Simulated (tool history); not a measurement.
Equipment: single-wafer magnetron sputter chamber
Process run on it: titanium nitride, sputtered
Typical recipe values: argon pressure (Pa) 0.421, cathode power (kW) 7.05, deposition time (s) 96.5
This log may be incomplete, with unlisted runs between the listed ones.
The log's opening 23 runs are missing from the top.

run     day  argon pressure (Pa)  cathode power (kW)  deposition time (s)  wafers since the last listed run  wafers on the sputter target  hours since the last manometer calibration  hours since the magnet pack was replaced  hours since the gauge calibration  read-back reference wafer on the same gauge, thickness_nm  mean film thickness on the monitor wafer (angstrom)
 24  26.604                0.276                   8                110.3                               416                          5363                                       257.1                                        57                              286.9                                                     99.999                                              1652.51
 25  27.958                0.421                7.05                 96.5                               552                          5915                                       289.6                                      89.5                              319.4                                                    100.003                                              1197.71
 26  29.096                0.329                 6.5                   89                               463                          6379                                       316.9                                     116.8                              346.7                                                    100.035                                              1062.35
     29.571  -- sputter target and shields replaced
 27  29.892                0.302                7.55                 86.3                               188                           130                                         336                                     135.9                              365.8                                                     99.984                                              1221.25
 28   31.05                0.421                8.55                 96.5                               472                           602                                       363.8                                     163.7                              393.6                                                     99.984                                              1460.07
 29  31.817                 0.31                7.05                 96.5                               312                           914                                       382.2                                     182.1                                412                                                    100.008                                              1266.19
 30  35.804                0.421                7.05                   83                              1625                          2540                                       477.9                                     277.8                              507.7                                                     99.948                                              1027.34
 31  36.696                0.271                 6.3                102.4                               363                          2903                                       499.3                                     299.2                              529.1                                                     99.976                                               1215.5
 32   37.75                0.521                6.05                101.4                               429                          3333                                       524.6                                     324.5                              554.4                                                    100.013                                              1033.24
 33  39.208                0.421                7.05                 96.5                               594                          3928                                       559.6                                     359.5                              589.4                                                    100.056                                              1194.25
 34  40.683                0.539                 7.9                 85.6                               601                          4529                                         595                                     394.9                              624.8                                                     100.02                                              1128.24

Forecast each of these 5 alternatives for the next run:
  A  40.7                0.421                7.05                114.1                                 6                          4536                                       595.4                                     395.3                              625.2                                                          ?                                                    ?
  B  40.7                0.421                7.05                   81                                 6                          4536                                       595.4                                     395.3                              625.2                                                          ?                                                    ?
  C  40.7                 0.52                 7.7                 84.6                                 6                          4536                                       595.4                                     395.3                              625.2                                                          ?                                                    ?
  D  40.7                0.421                 8.8                 81.2                                 6                          4536                                       595.4                                     395.3                              625.2                                                          ?                                                    ?
  E  40.7                0.531                   6                 96.5                                 6                          4536                                       595.4                                     395.3                              625.2                                                          ?                                                    ?

run  read-back reference wafer on the same gauge, thickness_nm  mean film thickness on the monitor wafer (angstrom)
  A                                                     99.991                                              1414.18
  B                                                     99.991                                              1003.93
  C                                                     99.991                                               1098.4
  D                                                     99.991                                              1256.23
  E                                                     99.991                                               971.81
Without the tool's hidden state the same runs would have given:
run  mean film thickness on the monitor wafer (angstrom)
  A                                              1430.33
  B                                               1015.4
  C                                              1110.95
  D                                              1270.58
  E                                               982.91

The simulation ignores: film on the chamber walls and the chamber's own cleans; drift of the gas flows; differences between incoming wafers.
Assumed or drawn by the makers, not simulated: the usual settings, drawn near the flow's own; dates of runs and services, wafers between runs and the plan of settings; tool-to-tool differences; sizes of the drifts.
